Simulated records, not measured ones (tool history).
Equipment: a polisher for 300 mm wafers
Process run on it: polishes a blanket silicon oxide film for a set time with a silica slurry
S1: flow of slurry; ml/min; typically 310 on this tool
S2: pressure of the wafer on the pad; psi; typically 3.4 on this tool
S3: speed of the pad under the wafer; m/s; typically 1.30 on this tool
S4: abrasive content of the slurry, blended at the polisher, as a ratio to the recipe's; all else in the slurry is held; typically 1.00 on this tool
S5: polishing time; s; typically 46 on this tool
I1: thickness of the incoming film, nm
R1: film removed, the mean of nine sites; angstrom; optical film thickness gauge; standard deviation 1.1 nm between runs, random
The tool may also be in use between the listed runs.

run 1 day=0.000 | S1=310 S2=3.0 S3=1.30 S4=1.00 S5=46 | I1=1576.4 | R1=1231
-- day=0.271 conditioning disc replaced and pad reconditioned
run 2 day=2.529 | S1=310 S2=3.4 S3=1.12 S4=1.00 S5=46 | I1=1618.5 | R1=1163
-- day=3.617 slurry blender recalibrated
-- day=9.521 slurry nozzle cleaned
-- day=10.300 worn pad replaced by a new one
run 3 day=11.392 | S1=350 S2=3.4 S3=1.30 S4=1.00 S5=46 | I1=1568.4 | R1=1340
run 4 day=14.488 | S1=310 S2=3.4 S3=1.30 S4=1.00 S5=46 | I1=1598.6 | R1=1321
-- day=17.050 conditioning disc replaced and pad reconditioned
run 5 day=18.654 | S1=310 S2=3.4 S3=1.30 S4=1.00 S5=46 | I1=1564.9 | R1=1304
-- day=19.467 slurry blender recalibrated
run 6 day=21.900 | S1=310 S2=3.4 S3=1.30 S4=1.00 S5=46 | I1=1572.7 | R1=1313
run 7 day=25.917 | S1=310 S2=3.4 S3=1.30 S4=1.00 S5=46 | I1=1579.5 | R1=1274
-- day=27.554 head pressure recalibrated
-- day=27.988 slurry nozzle cleaned
run 8 day=28.312 | S1=310 S2=3.4 S3=1.58 S4=1.00 S5=46 | I1=1587.2 | R1=1553
-- day=29.462 worn pad replaced by a new one
run 9 day=31.600 | S1=310 S2=3.4 S3=1.58 S4=1.00 S5=46 | I1=1591.0 | R1=1543
-- day=34.112 conditioning disc replaced and pad reconditioned
run 10 day=34.133 | S1=310 S2=3.4 S3=1.30 S4=1.00 S5=43 | I1=1601.6 | R1=1212
run 11 day=36.842 | S1=310 S2=3.4 S3=1.30 S4=1.00 S5=43 | I1=1580.0 | R1=1225
-- day=38.658 slurry blender recalibrated
run 12 day=40.546 | S1=310 S2=3.4 S3=1.30 S4=1.25 S5=53 | I1=1587.8 | R1=1674
-- day=44.208 worn pad replaced by a new one
run 13 day=44.283 | S1=310 S2=3.4 S3=1.12 S4=0.90 S5=46 | I1=1572.4 | R1=1085
-- day=45.458 slurry nozzle cleaned
run 14 day=47.012 | S1=310 S2=3.8 S3=1.56 S4=0.70 S5=46 | I1=1619.4 | R1=1329
run 15 day=48.912 | S1=310 S2=3.4 S3=1.30 S4=1.00 S5=46 | I1=1576.4 | R1=1329
-- day=51.300 conditioning disc replaced and pad reconditioned
run 16 day=54.296 | S1=340 S2=2.9 S3=1.76 S4=0.75 S5=46 | I1=1613.5 | R1=1290
run 17 day=56.742 | S1=310 S2=2.7 S3=1.30 S4=1.00 S5=46 | I1=1572.3 | R1=1148
-- day=58.012 slurry blender recalibrated
run 18 day=58.346 | S1=250 S2=3.4 S3=1.30 S4=1.00 S5=46 | I1=1603.6 | R1=1270
-- day=61.512 worn pad replaced by a new one
run 19 day=62.738 | S1=360 S2=4.4 S3=1.12 S4=1.00 S5=46 | I1=1589.3 | R1=1366
-- day=64.888 slurry nozzle cleaned
-- day=69.775 conditioning disc replaced and pad reconditioned
run 20 day=69.888 | S1=310 S2=2.3 S3=1.30 S4=1.00 S5=46 | I1=1617.2 | R1=1073
-- day=75.667 slurry blender recalibrated
-- day=80.567 head pressure recalibrated
-- day=81.067 worn pad replaced by a new one
-- day=83.004 slurry nozzle cleaned
run 21 day=83.238 | S1=310 S2=2.3 S3=1.30 S4=1.00 S5=46 | I1=1611.1 | R1=1075

For run 22, what comes out?
run 22 day=85.688 | S1=310 S2=4.5 S3=1.04 S4=1.00 S5=61 | I1=1594.7 | R1=?

{"run 22": {"R1": 1779}}
Had the tool carried no hidden state, the very same run would have given R1 1790 angstrom.
